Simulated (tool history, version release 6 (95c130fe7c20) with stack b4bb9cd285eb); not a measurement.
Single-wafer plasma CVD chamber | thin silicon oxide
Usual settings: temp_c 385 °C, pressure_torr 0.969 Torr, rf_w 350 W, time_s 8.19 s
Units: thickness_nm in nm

| run | hour | temp_c | pressure_torr | rf_w | time_s | read-back reference wafer on the same gauge, thickness_nm | thickness_nm |
|---|---|---|---|---|---|---|---|
| 1 | 0.0 | 385 | 0.969 | 350 | 8.19 | 15.908 | 15.595 |
| 2 | 22.3 | 385 | 0.969 | 350 | 8.19 | 15.874 | 15.626 |
| 3 | 50.9 | 385 | 0.969 | 350 | 8.19 | 15.929 | 15.580 |
| 4 | 77.0 | 385 | 0.969 | 350 | 8.19 | 15.913 | 15.603 |
| 5 | 89.9 | 385 | 0.969 | 350 | 8.19 | 15.874 | 15.551 |
| 6 | 181.2 | 385 | 0.969 | 385 | 8.19 | 15.899 | 16.311 |
| 7 | 216.1 | 385 | 0.969 | 385 | 8.19 | 15.903 | 16.318 |
|  | 221.8 | gauge calibrated |
| 8 | 245.2 | 385 | 0.969 | 385 | 8.19 | 15.894 | 16.303 |
| 9 | 277.2 | 385 | 0.969 | 350 | 8.19 | 15.890 | 15.505 |
|  | 308.0 | RF generator calibrated |
|  | 321.5 | capacitance manometer re-zeroed and calibrated |
| 10 | 335.2 | 385 | 0.898 | 385 | 6.95 | 15.898 | 13.837 |
| 11 | 361.5 | 385 | 0.969 | 350 | 8.19 | 15.878 | 16.255 |
| 12 | 394.1 | 390 | 0.969 | 325 | 7.51 | 15.913 | 14.259 |
|  | 407.6 | showerhead replaced |
| 13 | 422.0 | 385 | 0.969 | 415 | 9.41 | 15.910 | 19.953 |
| 14 | 434.6 | 392 | 0.969 | 330 | 8.19 | 15.891 | 15.503 |
|  | 446.2 | thermocouple changed; heater temperature recalibrated |
| 15 | 470.3 | 381 | 0.840 | 350 | 8.19 | 15.909 | 14.970 |
| 16 | 504.7 | 389 | 1.052 | 280 | 8.19 | 15.930 | 14.818 |
| 17 | 526.1 | 385 | 0.969 | 285 | 8.19 | 15.906 | 14.368 |
| 18 | 541.9 | 396 | 0.760 | 350 | 7.55 | 15.895 | 12.851 |
| 19 | 565.5 | 385 | 0.969 | 350 | 8.19 | 15.885 | 16.058 |

Forecast each of these 5 alternatives for the next run:
| A | 565.9 | 385 | 0.969 | 350 | 7.31 | ? | ? |
| B | 565.9 | 393 | 1.032 | 370 | 7.58 | ? | ? |
| C | 565.9 | 378 | 0.969 | 350 | 6.89 | ? | ? |
| D | 565.9 | 390 | 0.969 | 350 | 8.19 | ? | ? |
| E | 565.9 | 385 | 0.969 | 315 | 8.19 | ? | ? |

| run | read-back reference wafer on the same gauge, thickness_nm | thickness_nm |
|---|---|---|
| A | 15.937 | 14.415 |
| B | 15.937 | 15.696 |
| C | 15.937 | 13.660 |
| D | 15.937 | 16.085 |
| E | 15.937 | 15.332 |
Without the tool's hidden state the same runs would have given:
| run | thickness_nm |
|---|---|
| A | 14.641 |
| B | 15.919 |
| C | 13.875 |
| D | 16.338 |
| E | 15.582 |
